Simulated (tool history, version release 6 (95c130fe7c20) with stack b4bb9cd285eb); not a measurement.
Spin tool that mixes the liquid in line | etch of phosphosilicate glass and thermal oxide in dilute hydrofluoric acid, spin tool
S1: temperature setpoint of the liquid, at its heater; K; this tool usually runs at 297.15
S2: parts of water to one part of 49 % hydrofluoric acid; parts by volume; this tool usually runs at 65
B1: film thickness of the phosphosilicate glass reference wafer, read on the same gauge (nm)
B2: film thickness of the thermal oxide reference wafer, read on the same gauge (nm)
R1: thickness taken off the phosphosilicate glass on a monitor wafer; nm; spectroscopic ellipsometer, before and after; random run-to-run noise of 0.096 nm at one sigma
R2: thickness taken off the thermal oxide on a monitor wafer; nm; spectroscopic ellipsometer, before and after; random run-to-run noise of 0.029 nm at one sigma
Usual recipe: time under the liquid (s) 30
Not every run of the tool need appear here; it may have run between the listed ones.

Run 1, hour 0.0: usual settings but S2 45 parts by volume; B1 70.01; B2 59.997. Result: R1 42.26 nm, R2 3.202 nm.
Run 2, hour 35.1: usual settings but S1 295.15 K, time under the liquid (s) 40; B1 70.00; B2 60.039. Result: R1 35.03 nm, R2 2.674 nm.
Run 3, hour 80.6: usual settings but S1 295.15 K, time under the liquid (s) 40; B1 70.00; B2 59.981. Result: R1 35.06 nm, R2 2.670 nm.
Run 4, hour 135.4: usual settings but time under the liquid (s) 20; B1 69.98; B2 60.007. Result: R1 18.94 nm, R2 1.482 nm.
Run 5, hour 173.7: usual settings; B1 70.01; B2 60.025. Result: R1 28.51 nm, R2 2.180 nm.
Run 6, hour 218.6: usual settings; B1 69.99; B2 60.030. Result: R1 28.46 nm, R2 2.174 nm.
Run 7, hour 244.7: usual settings; B1 69.99; B2 60.012. Result: R1 28.51 nm, R2 2.161 nm.
Run 8, hour 302.2: usual settings; B1 70.03; B2 59.990. Result: R1 28.45 nm, R2 2.189 nm.
Run 9, hour 347.3: usual settings; B1 70.00; B2 60.002. Result: R1 28.57 nm, R2 2.172 nm.
Run 10, hour 401.1: usual settings; B1 70.02; B2 60.008. Result: R1 28.59 nm, R2 2.146 nm.
At hour 413.9: thermometer replaced.
Run 11, hour 442.0: usual settings but S2 80 parts by volume; B1 70.00; B2 60.020. Result: R1 22.28 nm, R2 1.695 nm.
Run 12, hour 493.2: usual settings but S2 80 parts by volume; B1 70.00; B2 59.982. Result: R1 22.12 nm, R2 1.705 nm.
At hour 541.8: hydrofluoric acid flow meter replaced.
At hour 612.4: gauge calibrated.
Run 13, hour 654.3: usual settings; B1 70.00; B2 60.002. Result: R1 28.77 nm, R2 2.207 nm.
Run 14, hour 712.3: usual settings but S1 301.65 K; B1 70.02; B2 60.024. Result: R1 34.30 nm, R2 2.657 nm.
Run 15, hour 747.2: usual settings but S2 40 parts by volume; B1 69.99; B2 59.991. Result: R1 48.15 nm, R2 3.737 nm.
Run 16, hour 772.0: usual settings but S1 292.65 K, S2 40 parts by volume, time under the liquid (s) 15; B1 70.00; B2 60.035. Result: R1 19.96 nm, R2 1.517 nm.
Run 17, hour 798.2: usual settings but time under the liquid (s) 35; B1 70.00; B2 59.989. Result: R1 33.45 nm, R2 2.568 nm.

Estimate the outcome of run 18 from the log above:
Run 18, hour 849.1: usual settings but time under the liquid (s) 35; B1 ?; B2 ?. Result: R1 ?, R2 ?.

{"run 18": {"B1": 69.98, "B2": 59.984, "R1": 33.53, "R2": 2.568}}
On a tool with no hidden condition, and with the same random variation, this run would have come out at R1 33.40 nm, R2 2.558 nm.
